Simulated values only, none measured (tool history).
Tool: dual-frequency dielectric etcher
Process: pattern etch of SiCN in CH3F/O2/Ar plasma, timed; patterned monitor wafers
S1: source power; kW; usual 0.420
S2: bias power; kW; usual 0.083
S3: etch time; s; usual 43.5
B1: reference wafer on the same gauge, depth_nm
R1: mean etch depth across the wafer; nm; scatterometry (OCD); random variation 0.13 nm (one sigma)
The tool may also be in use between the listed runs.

| run | hour | S1 | S2 | S3 | B1 | R1 |
|---|---|---|---|---|---|---|
| 1 | 0.0 | 0.420 | 0.083 | 43.5 | 21.87 | 18.81 |
| 2 | 105.7 | 0.420 | 0.083 | 43.5 | 21.82 | 19.12 |
| 3 | 158.3 | 0.420 | 0.083 | 43.5 | 21.78 | 19.14 |
| 4 | 218.1 | 0.420 | 0.067 | 38.0 | 21.79 | 14.91 |
| 5 | 277.3 | 0.420 | 0.073 | 43.5 | 21.86 | 17.93 |
| 6 | 322.2 | 0.420 | 0.083 | 55.5 | 21.82 | 24.43 |
| 7 | 373.7 | 0.420 | 0.074 | 32.0 | 21.81 | 13.45 |
| 8 | 439.1 | 0.420 | 0.067 | 32.5 | 21.83 | 13.28 |
| 9 | 492.8 | 0.420 | 0.083 | 43.5 | 21.77 | 19.61 |
|  | 517.1 | wet clean of the chamber |
| 10 | 566.9 | 0.520 | 0.098 | 52.5 | 21.83 | 26.83 |
|  | 636.0 | upper electrode replaced |
| 11 | 636.5 | 0.370 | 0.073 | 37.0 | 21.85 | 13.99 |
| 12 | 705.3 | 0.420 | 0.083 | 43.5 | 21.83 | 18.69 |
| 13 | 744.3 | 0.380 | 0.083 | 49.5 | 21.84 | 19.99 |
| 14 | 847.4 | 0.420 | 0.083 | 43.5 | 21.84 | 18.80 |
| 15 | 951.0 | 0.420 | 0.083 | 43.5 | 21.79 | 18.96 |
| 16 | 1035.3 | 0.330 | 0.090 | 43.5 | 21.89 | 17.00 |
| 17 | 1106.5 | 0.460 | 0.070 | 36.5 | 21.80 | 15.82 |
|  | 1174.8 | wet clean of the chamber |
| 18 | 1175.3 | 0.340 | 0.101 | 56.0 | 21.79 | 22.84 |
|  | 1182.0 | bias power generator calibrated |
| 19 | 1203.5 | 0.360 | 0.083 | 37.0 | 21.78 | 14.35 |
| 20 | 1254.1 | 0.340 | 0.083 | 33.0 | 21.89 | 12.39 |
| 21 | 1346.4 | 0.420 | 0.083 | 43.5 | 21.82 | 18.82 |
| 22 | 1397.9 | 0.520 | 0.076 | 36.5 | 21.77 | 17.14 |
| 23 | 1434.6 | 0.330 | 0.070 | 34.5 | 21.77 | 11.80 |
| 24 | 1538.6 | 0.420 | 0.083 | 43.5 | 21.82 | 18.87 |

Forecast run 25:
| 25 | 1623.3 | 0.390 | 0.068 | 50.5 | ? | ? |

Run 25 gave B1 21.81, R1 19.35 nm.
Without the tool's hidden state the same run would have given R1 18.61 nm.
